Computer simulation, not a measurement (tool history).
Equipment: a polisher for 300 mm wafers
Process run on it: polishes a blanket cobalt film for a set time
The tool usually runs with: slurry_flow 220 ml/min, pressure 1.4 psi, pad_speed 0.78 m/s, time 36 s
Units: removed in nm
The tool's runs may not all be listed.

run   hour  slurry_flow  pressure  pad_speed  time  wafers since the last listed run  wafers polished on this pad  hours since the slurry nozzle was cleaned  hours since the head pressure was calibrated  incoming thickness of the incoming film, nm  removed
  1    0.0          165       1.4       0.78    36                                 0                          586                                      175.6                                         172.4                                       1589.1     92.9
      14.3  -- worn pad replaced by a new one
  2   14.8          220       1.4       1.00    43                                90                            4                                      190.4                                         187.2                                       1542.5    158.3
  3   27.9          220       1.4       1.00    43                               110                          114                                      203.5                                         200.3                                       1566.3    152.6
  4   36.9          220       1.4       0.78    36                                75                          190                                      212.5                                         209.3                                       1557.2    101.8
  5   47.2          220       1.6       0.78    36                                86                          277                                      222.8                                         219.6                                       1577.1    115.2
  6   56.2          220       1.6       0.78    36                                75                          353                                      231.8                                         228.6                                       1573.1    113.7
  7   64.6          220       1.4       0.78    36                                70                          423                                      240.2                                         237.0                                       1574.3     98.6
  8   76.6          220       1.4       0.78    36                               101                          524                                      252.2                                         249.0                                       1539.5     97.3
  9   89.6          220       1.4       0.78    36                               109                          634                                      265.2                                         262.0                                       1558.9     94.6
     105.0  -- worn pad replaced by a new one
 10  105.5          220       1.4       0.78    36                               100                            4                                      281.1                                         277.9                                       1567.6    103.5
 11  116.4          220       1.4       0.78    36                                91                           95                                      292.0                                         288.8                                       1577.1    103.9
 12  132.4          220       1.4       0.88    41                               134                          230                                      308.0                                         304.8                                       1581.2    128.4
 13  148.5          220       1.4       0.88    41                               135                          366                                      324.1                                         320.9                                       1571.5    125.1
 14  163.9          220       1.4       0.78    41                               129                          495                                      339.5                                         336.3                                       1581.9    108.4
 15  173.5          220       1.4       0.78    36                                80                          576                                      349.1                                         345.9                                       1565.7     95.6
 16  181.4          220       1.4       0.78    36                                66                          643                                      357.0                                         353.8                                       1552.8     95.0
     196.8  -- worn pad replaced by a new one
 17  197.3          220       1.4       0.78    36                               100                            4                                      372.9                                         369.7                                       1585.2    101.7
 18  202.1          220       1.4       0.78    36                                40                           44                                      377.7                                         374.5                                       1560.1    101.3
     217.6  -- slurry nozzle cleaned
 19  218.1          220       1.1       0.78    47                               126                          170                                        0.5                                         390.5                                       1591.8    109.2
 20  227.9          155       1.4       1.06    36                                82                          253                                       10.3                                         400.3                                       1563.6    130.4
 21  242.3          220       1.8       0.78    44                               121                          374                                       24.7                                         414.7                                       1576.3    160.8
 22  257.8          250       1.4       0.60    36                               130                          505                                       40.2                                         430.2                                       1559.4     80.9
     267.8  -- head pressure recalibrated
 23  268.3          220       1.4       0.78    36                                71                          576                                       50.7                                           0.5                                       1599.4     99.3
 24  275.4          220       1.8       0.96    36                                59                          636                                       57.8                                           7.6                                       1596.3    154.2
     283.7  -- worn pad replaced by a new one
 25  291.6          220       1.4       0.78    41                               102                           66                                       74.0                                          23.8                                       1553.5    121.1
 26  309.0          220       1.4       0.78    36                               146                          213                                       91.4                                          41.2                                       1591.4    104.2
 27  320.0          220       1.4       0.62    36                                92                          305                                      102.4                                          52.2                                       1561.1     84.5
 28  331.3          245       1.5       0.62    49                                95                          401                                      113.7                                          63.5                                       1548.1    122.6
 29  345.0          175       1.1       0.88    42                               115                          516                                      127.4                                          77.2                                       1560.7     99.9
 30  360.4          270       1.4       0.78    36                               129                          646                                      142.8                                          92.6                                       1585.1    101.1
     380.0  -- worn pad replaced by a new one
 31  405.6          280       1.4       0.92    36                               347                          215                                      188.0                                         137.8                                       1563.1    121.7
 32  421.3          220       1.4       0.78    36                               132                          348                                      203.7                                         153.5                                       1571.5     99.2
 33  435.4          220       1.4       0.78    36                               118                          466                                      217.8                                         167.6                                       1572.7     98.7
 34  452.5          260       1.6       0.78    41                               144                          610                                      234.9                                         184.7                                       1553.0    128.0

Here are 4 independent what-if runs from the current tool condition. What would each one return?
  A  452.9          220       1.4       0.78    49                                 3                          614                                      235.3                                         185.1                                       1571.4        ?
  B  452.9          220       1.4       0.64    31                                 3                          614                                      235.3                                         185.1                                       1571.4        ?
  C  452.9          200       1.2       0.78    47                                 3                          614                                      235.3                                         185.1                                       1571.4        ?
  D  452.9          155       1.4       0.78    29                                 3                          614                                      235.3                                         185.1                                       1571.4        ?

run  removed
  A    132.5
  B     70.2
  C    107.4
  D     73.9
With no hidden state in the tool, these same runs would have given:
run  removed
  A    148.4
  B     78.7
  C    120.5
  D     83.4
